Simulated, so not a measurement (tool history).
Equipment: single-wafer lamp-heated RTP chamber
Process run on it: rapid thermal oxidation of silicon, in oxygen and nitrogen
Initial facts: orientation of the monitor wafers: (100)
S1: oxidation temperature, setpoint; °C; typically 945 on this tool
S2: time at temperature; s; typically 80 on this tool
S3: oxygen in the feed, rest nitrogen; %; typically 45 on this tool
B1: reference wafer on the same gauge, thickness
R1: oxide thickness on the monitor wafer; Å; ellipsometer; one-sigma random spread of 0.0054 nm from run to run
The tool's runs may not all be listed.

{"run": 1, "hour": 0.0, "S1": 945, "S2": 80, "S3": 45, "B1": 3.973, "R1": 36.31}
{"run": 2, "hour": 30.4, "S1": 945, "S2": 80, "S3": 45, "B1": 3.97, "R1": 36.45}
{"run": 3, "hour": 48.1, "S1": 945, "S2": 80, "S3": 45, "B1": 3.969, "R1": 36.54}
{"run": 4, "hour": 65.7, "S1": 945, "S2": 80, "S3": 45, "B1": 3.969, "R1": 36.49}
{"run": 5, "hour": 88.0, "S1": 945, "S2": 80, "S3": 45, "B1": 3.972, "R1": 36.46}
{"hour": 103.8, "done": "pyrometer window cleaned and pyrometer calibrated"}
{"run": 6, "hour": 109.2, "S1": 945, "S2": 80, "S3": 45, "B1": 3.969, "R1": 35.75}
{"hour": 126.1, "done": "oxygen flow controller replaced"}
{"run": 7, "hour": 129.0, "S1": 945, "S2": 80, "S3": 45, "B1": 3.97, "R1": 35.8}
{"hour": 133.6, "done": "gauge calibrated"}
{"run": 8, "hour": 148.6, "S1": 952, "S2": 80, "S3": 45, "B1": 3.971, "R1": 37.42}
{"run": 9, "hour": 180.7, "S1": 945, "S2": 80, "S3": 45, "B1": 3.968, "R1": 35.78}
{"run": 10, "hour": 201.0, "S1": 974, "S2": 80, "S3": 17, "B1": 3.97, "R1": 33.25}
{"run": 11, "hour": 236.2, "S1": 965, "S2": 80, "S3": 45, "B1": 3.97, "R1": 40.57}
{"run": 12, "hour": 261.9, "S1": 974, "S2": 80, "S3": 45, "B1": 3.971, "R1": 43.32}

Run 13 is up next; what results do you expect?
{"run": 13, "hour": 280.0, "S1": 945, "S2": 53, "S3": 66, "B1": "?", "R1": "?"}

{"run 13": {"B1": 3.969, "R1": 34.17}}
If the tool had no hidden condition, the same run with the same run-to-run variation would have returned R1 34.07 Å.
